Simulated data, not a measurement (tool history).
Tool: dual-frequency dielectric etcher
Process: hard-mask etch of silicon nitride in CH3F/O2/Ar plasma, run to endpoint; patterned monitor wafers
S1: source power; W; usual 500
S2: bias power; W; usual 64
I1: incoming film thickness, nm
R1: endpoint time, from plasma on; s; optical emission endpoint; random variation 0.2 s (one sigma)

Run 1, hour 0: usual settings but S2 61 W; I1 50.8. Result: R1 67.1 s.
Run 2, hour 17.8: usual settings but S2 61 W; I1 51.3. Result: R1 68 s.
Run 3, hour 29.7: usual settings; I1 51. Result: R1 66.7 s.
Run 4, hour 42: usual settings; I1 51.4. Result: R1 67.4 s.
Run 5, hour 48.1: usual settings but S2 60 W; I1 51. Result: R1 67.5 s.
Run 6, hour 64.3: usual settings; I1 51.1. Result: R1 67 s.
Run 7, hour 72.1: usual settings; I1 50.7. Result: R1 66 s.
Run 8, hour 78.6: usual settings; I1 51.1. Result: R1 67.3 s.
Run 9, hour 87.3: usual settings; I1 51.8. Result: R1 68.2 s.
Run 10, hour 101.5: usual settings; I1 51.1. Result: R1 66.7 s.
Run 11, hour 113.9: usual settings; I1 51. Result: R1 67 s.
Run 12, hour 126.8: usual settings but S1 460 W; I1 52.2. Result: R1 71.9 s.
Run 13, hour 137.9: usual settings but S1 460 W; I1 50.8. Result: R1 69.6 s.
At hour 165.2: upper electrode replaced.
Run 14, hour 165.7: usual settings but S1 460 W; I1 51.2. Result: R1 70.2 s.
Run 15, hour 166: usual settings but S2 67 W; I1 50.8. Result: R1 66.1 s.
Run 16, hour 173: usual settings but S1 430 W, S2 52 W; I1 51.4. Result: R1 77.3 s.
Run 17, hour 179.9: usual settings but S1 440 W, S2 70 W; I1 51.3. Result: R1 70.1 s.
Run 18, hour 191.9: usual settings but S1 450 W, S2 80 W; I1 51.6. Result: R1 67.2 s.
Run 19, hour 209.5: usual settings but S1 460 W, S2 56 W; I1 51.5. Result: R1 73.5 s.
At hour 217.7: bias power generator calibrated.
Run 20, hour 218.2: usual settings but S2 59 W; I1 51.2. Result: R1 68.7 s.
At hour 246.2: wet clean of the chamber.
Run 21, hour 246.7: usual settings but S1 540 W, S2 72 W; I1 51.2. Result: R1 61.7 s.
Run 22, hour 247: usual settings but S1 610 W, S2 52 W; I1 51.4. Result: R1 63.4 s.
Run 23, hour 257: usual settings but S1 590 W, S2 74 W; I1 51.1. Result: R1 58.3 s.
At hour 262.4: source power generator calibrated.
Run 24, hour 268.3: usual settings but S1 380 W, S2 53 W; I1 51.9. Result: R1 81.6 s.
Run 25, hour 278.7: usual settings; I1 50.8. Result: R1 65.5 s.
Run 26, hour 284.8: usual settings; I1 50.6. Result: R1 65.7 s.
Run 27, hour 297.6: usual settings but S1 450 W, S2 80 W; I1 51. Result: R1 65.7 s.
Run 28, hour 313.2: usual settings but S1 610 W, S2 69 W; I1 51. Result: R1 58.6 s.
Run 29, hour 324.9: usual settings; I1 51.1. Result: R1 66 s.
Run 30, hour 338.1: usual settings but S1 550 W, S2 74 W; I1 50.8. Result: R1 60.4 s.
Run 31, hour 346.8: usual settings; I1 51. Result: R1 65.9 s.
Run 32, hour 360.8: usual settings but S1 580 W, S2 56 W; I1 51.3. Result: R1 64.1 s.
Run 33, hour 368.6: usual settings but S1 600 W; I1 50.9. Result: R1 60.1 s.
Run 34, hour 382.9: usual settings but S1 430 W, S2 69 W; I1 51.8. Result: R1 71.2 s.

Some steps in R1 between neighbouring runs. How much of each would the tool show without its hidden state too (settings, what came in, random variation), and how much is left for the hidden state, with any gauge scatter that isn't in both results?
The hidden state here: etch rate over this chamber's usual, %; source power that arrives over what is set, %; bias power that arrives over what is set, %.
Run 11 -> 12: S1 500 -> 460. R1 +4.9 s: hidden state +0.2, all else +4.7.
Run 15 -> 16: S1 500 -> 430, S2 67 -> 52. R1 +11.2 s: hidden state +0.2, all else +11.
Run 20 -> 21: S1 500 -> 540, S2 59 -> 72, wet clean of the chamber. R1 -7 s: hidden state -1.4, all else -5.6.
Run 23 -> 24: S1 590 -> 380, S2 74 -> 53, source power generator calibrated. R1 +23.3 s: hidden state +0, all else +23.3.
Run 24 -> 25: S1 380 -> 500, S2 53 -> 64. R1 -16.1 s: hidden state +0, all else -16.1.
